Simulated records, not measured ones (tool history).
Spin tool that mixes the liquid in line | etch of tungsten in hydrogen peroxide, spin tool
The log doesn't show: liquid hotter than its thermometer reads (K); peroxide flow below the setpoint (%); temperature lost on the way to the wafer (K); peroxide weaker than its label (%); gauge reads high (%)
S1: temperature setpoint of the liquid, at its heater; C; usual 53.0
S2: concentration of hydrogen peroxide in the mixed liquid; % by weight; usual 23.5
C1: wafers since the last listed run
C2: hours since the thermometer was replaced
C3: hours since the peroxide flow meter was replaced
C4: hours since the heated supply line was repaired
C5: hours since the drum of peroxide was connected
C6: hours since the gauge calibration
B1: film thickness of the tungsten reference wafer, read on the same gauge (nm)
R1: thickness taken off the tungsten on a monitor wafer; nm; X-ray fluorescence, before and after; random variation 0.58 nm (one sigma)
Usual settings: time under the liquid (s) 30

run 1 hour=0.0 | S1=53.0 S2=23.5 time_under_the_liquid_(s)=30 | C1=0 C2=1061.2 C3=94.1 C4=209.3 C5=118.3 C6=2157.5 | B1=119.99 | R1=79.28
run 2 hour=66.9 | S1=53.0 S2=23.5 time_under_the_liquid_(s)=40 | C1=1018 C2=1128.1 C3=161.0 C4=276.2 C5=185.2 C6=2224.4 | B1=120.00 | R1=104.42
-- hour=97.8 gauge calibrated
run 3 hour=172.9 | S1=53.0 S2=23.5 time_under_the_liquid_(s)=40 | C1=1613 C2=1234.1 C3=267.0 C4=382.2 C5=291.2 C6=75.1 | B1=119.99 | R1=103.44
run 4 hour=245.3 | S1=53.0 S2=23.5 time_under_the_liquid_(s)=40 | C1=1102 C2=1306.5 C3=339.4 C4=454.6 C5=363.6 C6=147.5 | B1=119.98 | R1=104.43
run 5 hour=296.0 | S1=56.0 S2=23.5 time_under_the_liquid_(s)=15 | C1=771 C2=1357.2 C3=390.1 C4=505.3 C5=414.3 C6=198.2 | B1=120.02 | R1=46.36
run 6 hour=389.8 | S1=53.0 S2=23.5 time_under_the_liquid_(s)=40 | C1=1427 C2=1451.0 C3=483.9 C4=599.1 C5=508.1 C6=292.0 | B1=120.02 | R1=101.86
run 7 hour=483.1 | S1=53.0 S2=23.5 time_under_the_liquid_(s)=15 | C1=1420 C2=1544.3 C3=577.2 C4=692.4 C5=601.4 C6=385.3 | B1=119.99 | R1=38.34
run 8 hour=537.6 | S1=53.0 S2=23.5 time_under_the_liquid_(s)=30 | C1=829 C2=1598.8 C3=631.7 C4=746.9 C5=655.9 C6=439.8 | B1=120.01 | R1=76.39
-- hour=612.5 peroxide flow meter replaced
-- hour=637.0 new drum of peroxide connected
run 9 hour=674.1 | S1=46.5 S2=20.5 time_under_the_liquid_(s)=20 | C1=2047 C2=1735.3 C3=61.6 C4=883.4 C5=37.1 C6=576.3 | B1=119.98 | R1=33.23
run 10 hour=722.8 | S1=50.5 S2=30.0 time_under_the_liquid_(s)=15 | C1=741 C2=1784.0 C3=110.3 C4=932.1 C5=85.8 C6=625.0 | B1=120.00 | R1=38.46
run 11 hour=781.0 | S1=47.5 S2=19.5 time_under_the_liquid_(s)=45 | C1=885 C2=1842.2 C3=168.5 C4=990.3 C5=144.0 C6=683.2 | B1=120.03 | R1=77.48
run 12 hour=868.8 | S1=53.0 S2=23.5 time_under_the_liquid_(s)=30 | C1=1336 C2=1930.0 C3=256.3 C4=1078.1 C5=231.8 C6=771.0 | B1=120.00 | R1=78.56
run 13 hour=957.0 | S1=63.0 S2=27.0 time_under_the_liquid_(s)=15 | C1=1342 C2=2018.2 C3=344.5 C4=1166.3 C5=320.0 C6=859.2 | B1=120.03 | R1=74.16
-- hour=962.7 heated supply line repaired
run 14 hour=1031.6 | S1=47.0 S2=29.0 time_under_the_liquid_(s)=30 | C1=1120 C2=2092.8 C3=419.1 C4=68.9 C5=394.6 C6=933.8 | B1=120.00 | R1=59.85
run 15 hour=1123.1 | S1=47.5 S2=28.5 time_under_the_liquid_(s)=30 | C1=1392 C2=2184.3 C3=510.6 C4=160.4 C5=486.1 C6=1025.3 | B1=119.98 | R1=60.89
-- hour=1200.4 peroxide flow meter replaced
run 16 hour=1230.9 | S1=50.5 S2=30.0 time_under_the_liquid_(s)=15 | C1=1625 C2=2292.1 C3=30.5 C4=268.2 C5=593.9 C6=1133.1 | B1=119.96 | R1=37.16
-- hour=1266.5 thermometer replaced
run 17 hour=1329.8 | S1=48.0 S2=19.5 time_under_the_liquid_(s)=20 | C1=1490 C2=63.3 C3=129.4 C4=367.1 C5=692.8 C6=1232.0 | B1=120.00 | R1=33.73
-- hour=1346.3 new drum of peroxide connected
run 18 hour=1468.3 | S1=53.0 S2=23.5 time_under_the_liquid_(s)=30 | C1=2093 C2=201.8 C3=267.9 C4=505.6 C5=122.0 C6=1370.5 | B1=119.98 | R1=78.96

Run 19 comes next. What will it give?
run 19 hour=1510.7 | S1=53.0 S2=23.5 time_under_the_liquid_(s)=30 | C1=645 C2=244.2 C3=310.3 C4=548.0 C5=164.4 C6=1412.9 | B1=? | R1=?

Run 19 gave B1 120.00, R1 78.20 nm.
Without the tool's hidden state the same run would have given R1 79.17 nm.

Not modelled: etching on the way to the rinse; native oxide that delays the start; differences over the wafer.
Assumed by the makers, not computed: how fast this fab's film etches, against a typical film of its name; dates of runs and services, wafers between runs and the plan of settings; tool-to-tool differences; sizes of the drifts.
